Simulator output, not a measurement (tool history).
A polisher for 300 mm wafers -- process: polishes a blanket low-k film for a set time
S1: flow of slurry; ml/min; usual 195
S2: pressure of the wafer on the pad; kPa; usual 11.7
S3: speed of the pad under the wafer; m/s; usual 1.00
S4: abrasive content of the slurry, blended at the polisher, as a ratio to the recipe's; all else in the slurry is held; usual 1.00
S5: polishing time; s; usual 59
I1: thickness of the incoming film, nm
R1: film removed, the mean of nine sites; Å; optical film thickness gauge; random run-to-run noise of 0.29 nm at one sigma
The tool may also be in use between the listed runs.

Run 1, hour 0.0: usual settings; I1 520.9. Result: R1 206 Å.
Run 2, hour 24.3: usual settings; I1 516.2. Result: R1 201 Å.
At hour 43.8: conditioning disc replaced and pad reconditioned.
Run 3, hour 44.1: usual settings; I1 523.4. Result: R1 199 Å.
Run 4, hour 61.1: usual settings but S2 9.0 kPa; I1 513.2. Result: R1 154 Å.
Run 5, hour 91.9: usual settings but S2 9.0 kPa; I1 516.5. Result: R1 153 Å.
At hour 112.5: worn pad replaced by a new one.
Run 6, hour 114.1: usual settings but S2 9.0 kPa; I1 520.5. Result: R1 155 Å.
Run 7, hour 149.3: usual settings; I1 525.3. Result: R1 201 Å.
At hour 168.3: conditioning disc replaced and pad reconditioned.
Run 8, hour 169.0: usual settings but S1 240 ml/min; I1 518.1. Result: R1 201 Å.
Run 9, hour 184.0: usual settings but S1 240 ml/min; I1 516.3. Result: R1 202 Å.
Run 10, hour 203.6: usual settings but S1 240 ml/min; I1 521.5. Result: R1 203 Å.
At hour 210.8: worn pad replaced by a new one.
Run 11, hour 224.4: usual settings; I1 527.6. Result: R1 197 Å.
Run 12, hour 256.1: usual settings but S2 8.3 kPa; I1 511.2. Result: R1 139 Å.
At hour 267.3: conditioning disc replaced and pad reconditioned.
Run 13, hour 285.0: usual settings; I1 515.0. Result: R1 197 Å.
At hour 291.0: slurry nozzle cleaned.
At hour 307.5: slurry blender recalibrated.
Run 14, hour 312.8: usual settings but S1 215 ml/min; I1 522.0. Result: R1 197 Å.
At hour 319.8: worn pad replaced by a new one.
At hour 322.5: head pressure recalibrated.
Run 15, hour 334.9: usual settings but S2 9.7 kPa; I1 520.4. Result: R1 185 Å.
Run 16, hour 347.4: usual settings but S2 15.2 kPa, S3 1.28 m/s, S4 1.15, S5 50 s; I1 518.0. Result: R1 306 Å.
Run 17, hour 365.9: usual settings but S5 79 s; I1 511.0. Result: R1 290 Å.
Run 18, hour 378.9: usual settings but S2 15.2 kPa, S3 1.14 m/s; I1 515.2. Result: R1 309 Å.
At hour 386.3: conditioning disc replaced and pad reconditioned.
Run 19, hour 400.9: usual settings but S1 160 ml/min, S2 9.7 kPa, S4 0.80; I1 514.9. Result: R1 153 Å.
Run 20, hour 422.7: usual settings but S4 0.85; I1 521.0. Result: R1 196 Å.

5 ways to go on from here, each from the tool as it stands after run 20. What would each give?
Run A, hour 423.1: usual settings; I1 522.3. Result: R1 ?.
Run B, hour 423.1: usual settings but S2 8.3 kPa, S3 1.18 m/s, S5 72 s; I1 522.3. Result: R1 ?.
Run C, hour 423.1: usual settings but S2 14.5 kPa, S3 0.66 m/s, S4 0.75; I1 522.3. Result: R1 ?.
Run D, hour 423.1: usual settings but S1 235 ml/min, S3 0.82 m/s; I1 522.3. Result: R1 ?.
Run E, hour 423.1: usual settings but S1 145 ml/min, S2 10.3 kPa, S3 0.74 m/s; I1 522.3. Result: R1 ?.

run   R1
  A  215
  B  204
  C  182
  D  197
  E  155
Had the tool no hidden state, the same runs would have come out as:
run   R1
  A  231
  B  220
  C  196
  D  212
  E  167

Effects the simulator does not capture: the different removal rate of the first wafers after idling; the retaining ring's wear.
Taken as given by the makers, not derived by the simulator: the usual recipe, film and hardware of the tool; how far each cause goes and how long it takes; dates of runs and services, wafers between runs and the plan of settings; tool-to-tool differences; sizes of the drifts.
